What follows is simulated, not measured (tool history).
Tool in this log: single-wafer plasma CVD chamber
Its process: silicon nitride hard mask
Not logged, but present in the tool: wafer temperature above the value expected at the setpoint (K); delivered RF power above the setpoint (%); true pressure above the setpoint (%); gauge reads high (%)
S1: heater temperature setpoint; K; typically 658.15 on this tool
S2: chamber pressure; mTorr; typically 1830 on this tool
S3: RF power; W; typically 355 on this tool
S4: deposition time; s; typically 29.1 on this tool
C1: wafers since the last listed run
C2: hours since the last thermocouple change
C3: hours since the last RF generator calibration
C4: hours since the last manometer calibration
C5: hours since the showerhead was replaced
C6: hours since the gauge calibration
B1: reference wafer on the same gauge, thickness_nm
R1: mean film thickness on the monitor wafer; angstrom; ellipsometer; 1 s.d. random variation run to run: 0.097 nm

run    hour      S1    S2   S3    S4    C1      C2     C3      C4      C5      C6      B1      R1
  1     0.0  658.15  1830  355  29.1     0   177.9  495.3  1583.7  5719.5  1178.4  39.171  397.94
  2    72.9  658.15  1830  355  29.1  1548   250.8  568.2  1656.6  5792.4  1251.3  39.182  398.20
  3   165.4  658.15  1830  355  29.1  1965   343.3  660.7  1749.1  5884.9  1343.8  39.224  398.46
  4   214.6  658.15  1830  355  29.1  1045   392.5  709.9  1798.3  5934.1  1393.0  39.193  398.40
      238.8  -- capacitance manometer re-zeroed and calibrated
  5   255.5  658.15  1830  355  29.1   699   433.4  750.8    16.7  5975.0  1433.9  39.193  395.18
      327.3  -- RF generator calibrated
  6   331.5  658.15  1830  355  29.1  1444   509.4    4.2    92.7  6051.0  1509.9  39.215  399.93
  7   371.2  658.15  1830  355  29.1   843   549.1   43.9   132.4  6090.7  1549.6  39.191  399.19
  8   454.3  658.15  1830  355  29.1  1765   632.2  127.0   215.5  6173.8  1632.7  39.186  398.37
  9   504.8  658.15  1830  355  29.1  1073   682.7  177.5   266.0  6224.3  1683.2  39.179  401.47
 10   669.1  658.15  1830  355  31.6  3490   847.0  341.8   430.3  6388.6  1847.5  39.199  432.36
 11   841.9  658.15  1830  355  31.6  3671  1019.8  514.6   603.1  6561.4  2020.3  39.189  433.40
 12   939.9  658.15  1620  355  29.1  2082  1117.8  612.6   701.1  6659.4  2118.3  39.201  382.20
     1036.8  -- RF generator calibrated
 13  1045.6  653.15  1830  355  29.1  2075  1223.5    8.8   806.8  6765.1  2224.0  39.216  401.57
 14  1361.0  653.15  1830  355  29.1  6701  1538.9  324.2  1122.2  7080.5  2539.4  39.230  398.23
 15  1448.1  670.15  2250  355  29.1  1850  1626.0  411.3  1209.3  7167.6  2626.5  39.196  419.23
 16  1489.1  667.15  1830  375  29.1   871  1667.0  452.3  1250.3  7208.6  2667.5  39.202  417.21
 17  1534.7  658.15  1830  335  29.1   968  1712.6  497.9  1295.9  7254.2  2713.1  39.204  375.14
 18  1579.2  658.15  1830  315  29.1   945  1757.1  542.4  1340.4  7298.7  2757.6  39.239  350.85
 19  1658.1  658.15  1830  355  26.3  1676  1836.0  621.3  1419.3  7377.6  2836.5  39.175  358.17
     1690.9  -- gauge calibrated
 20  1749.8  667.15  1830  375  29.1  1948  1927.7  713.0  1511.0  7469.3    58.9  39.167  417.90
 21  1831.4  658.15  1830  390  26.7  1733  2009.3  794.6  1592.6  7550.9   140.5  39.203  397.17
 22  1928.3  658.15  2130  415  29.1  2058  2106.2  891.5  1689.5  7647.8   237.4  39.196  473.72
     1940.7  -- RF generator calibrated
     1941.5  -- showerhead replaced
     1961.1  -- capacitance manometer re-zeroed and calibrated
     1983.2  -- thermocouple changed; heater temperature recalibrated
 23  2013.0  658.15  1690  355  32.3  1273    29.8   72.3    51.9    71.5   322.1  39.207  434.75
 24  2066.9  645.15  2280  290  26.3  1145    83.7  126.2   105.8   125.4   376.0  39.215  307.04
 25  2347.1  658.15  1830  355  29.1  5953   363.9  406.4   386.0   405.6   656.2  39.182  399.54
 26  2428.8  658.15  1830  355  29.1  1735   445.6  488.1   467.7   487.3   737.9  39.223  398.56
 27  2471.3  666.15  2110  415  32.6   903   488.1  530.6   510.2   529.8   780.4  39.232  528.78
 28  2568.2  658.15  1830  355  29.1  2058   585.0  627.5   607.1   626.7   877.3  39.198  395.55

Entry by entry between the runs, the difference in hidden state between the last listed run before and the first listed run after:
In the gap between runs 4 and 5: capacitance manometer re-zeroed and calibrated (hour 238.8)
  delivered RF power above the setpoint (%): -1.06 -> -1.12
  difference, measured minus the result without the unlogged condition, R1: -4.15 -> -4.34 angstrom
In the gap between runs 5 and 6: RF generator calibrated (hour 327.3)
  delivered RF power above the setpoint (%): -1.12 -> -0.0604
  difference, measured minus the result without the unlogged condition, R1: -4.34 -> -0.24 angstrom
In the gap between runs 12 and 13: RF generator calibrated (hour 1036.8)
  delivered RF power above the setpoint (%): -0.905 -> -0.0732
  difference, measured minus the result without the unlogged condition, R1: -3.39 -> -0.29 angstrom
In the gap between runs 19 and 20: gauge calibrated (hour 1690.9)
  delivered RF power above the setpoint (%): -0.923 -> -1.05
  difference, measured minus the result without the unlogged condition, R1: -3.25 -> -4.32 angstrom
In the gap between runs 22 and 23: RF generator calibrated (hour 1940.7); showerhead replaced (hour 1941.5); capacitance manometer re-zeroed and calibrated (hour 1961.1); thermocouple changed; heater temperature recalibrated (hour 1983.2)
  delivered RF power above the setpoint (%): -1.3 -> -0.211
  difference, measured minus the result without the unlogged condition, R1: -5.62 -> -0.89 angstrom
